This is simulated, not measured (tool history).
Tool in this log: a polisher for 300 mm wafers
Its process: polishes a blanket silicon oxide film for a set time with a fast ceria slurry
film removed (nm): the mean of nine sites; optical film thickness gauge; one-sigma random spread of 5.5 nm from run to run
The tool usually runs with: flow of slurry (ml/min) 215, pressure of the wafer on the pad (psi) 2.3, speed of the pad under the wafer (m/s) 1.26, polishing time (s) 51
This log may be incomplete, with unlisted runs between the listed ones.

run	day	flow of slurry (ml/min)	pressure of the wafer on the pad (psi)	speed of the pad under the wafer (m/s)	polishing time (s)	wafers since the last listed run	wafers polished on this pad	hours since the slurry nozzle was cleaned	hours since the head pressure was calibrated	incoming thickness of the incoming film, nm	film removed (nm)
1	0	215	2.3	1.26	51	0	2402	58.1	354.2	2440.1	827
# day 0.138: worn pad replaced by a new one
2	1.354	215	2.3	1.26	51	296	296	90.6	386.7	2441.7	869
# day 2.112: head pressure recalibrated
3	2.812	215	2.3	0.92	51	334	630	125.6	16.8	2367.4	668.6
4	3.425	215	2.3	0.92	51	149	779	140.3	31.5	2377.2	655.6
5	4.638	215	2.3	1.26	63	295	1074	169.4	60.6	2361.2	1050.6
6	5.621	215	2.3	1.26	63	239	1314	193	84.2	2413.7	1050.1
7	7.088	245	2.3	1.26	51	356	1671	228.2	119.4	2394.1	830.7
8	7.633	245	2.3	1.26	51	132	1804	241.3	132.5	2417.7	838.6
# day 8.758: worn pad replaced by a new one
9	8.775	245	2.3	1.26	51	237	3	268.7	159.9	2383.6	867.1
# day 9.975: slurry nozzle cleaned
10	11.283	215	2.3	1.26	51	600	604	31.4	220.1	2377.4	881.3
11	12.433	215	2.3	1.26	62	279	883	59	247.7	2377.1	1051.6
12	13.812	215	2.3	1.26	51	335	1219	92.1	280.8	2378.7	859.3
13	15.254	215	2.3	1.26	51	350	1570	126.7	315.4	2408.9	858.7
14	16.746	215	2.3	1.26	51	363	1933	162.5	351.2	2359.7	825.6
15	17.442	215	2.3	1.26	51	169	2102	179.2	367.9	2350.3	825.6
# day 18.021: worn pad replaced by a new one
# day 18.038: head pressure recalibrated
16	18.571	215	2.3	1.26	51	230	130	206.3	12.8	2438	870.5
17	19.425	215	2.3	1.26	51	207	338	226.8	33.3	2392.1	852.9
18	20.829	160	1.8	1.52	67	341	679	260.5	67	2394.8	987.9
# day 22.05: slurry nozzle cleaned
19	22.138	245	2.3	1.42	51	308	988	2.1	98.4	2416.2	982.5
20	23.246	240	2.8	1.26	51	269	1257	28.7	125	2390.6	1056.1
21	24.608	155	2.6	1.4	51	331	1589	61.4	157.7	2409.4	1010.1
22	25.988	215	2.9	1.4	51	335	1925	94.5	190.8	2397.8	1132.9
# day 26.492: worn pad replaced by a new one
23	27.129	215	2.3	0.96	51	237	155	121.9	218.2	2412	694.2
24	27.738	250	2.3	1.26	51	148	303	136.5	232.8	2419.9	887.1
25	31.533	255	1.8	1.02	45	923	1226	227.6	323.9	2425	511.3
26	32.458	215	2.3	1.66	58	225	1452	249.8	346.1	2406.9	1212.1
# day 32.758: slurry nozzle cleaned
# day 33.571: head pressure recalibrated
27	33.733	155	2	1.02	51	279	1731	23.4	3.9	2417.3	604
28	34.392	185	2.3	1	51	160	1892	39.2	19.7	2441.6	680.2
# day 36.042: worn pad replaced by a new one
29	37.588	215	2.3	1.26	51	737	376	115.9	96.4	2407.5	875.1
30	38.092	215	2.3	1.26	51	122	499	128	108.5	2384	886.6
31	38.912	215	2.3	1.26	51	199	698	147.7	128.2	2394.9	877.4
32	40.3	215	2.3	1.68	69	337	1036	181	161.5	2399.1	1488.9
33	41.721	150	2.8	1.26	59	345	1382	215.1	195.6	2444.7	1094.4
34	42.8	150	1.8	1.6	65	262	1644	241	221.5	2374.9	987.6
35	43.892	175	2.7	0.96	51	265	1910	267.2	247.7	2413.1	720.2

3 options for the next run, each taken on its own from the tool as it stands now. Forecast them:
A	43.908	215	2.3	1.14	51	4	1914	267.6	248.1	2398.5	?
B	43.908	150	1.6	1.26	51	4	1914	267.6	248.1	2398.5	?
C	43.908	260	2.3	1	51	4	1914	267.6	248.1	2398.5	?

run	film removed (nm)
A	745
B	552.1
C	686.2
Take away the tool's hidden state, keep each run's random variation, and the runs would have read:
run	film removed (nm)
A	814.4
B	614.8
C	744.1
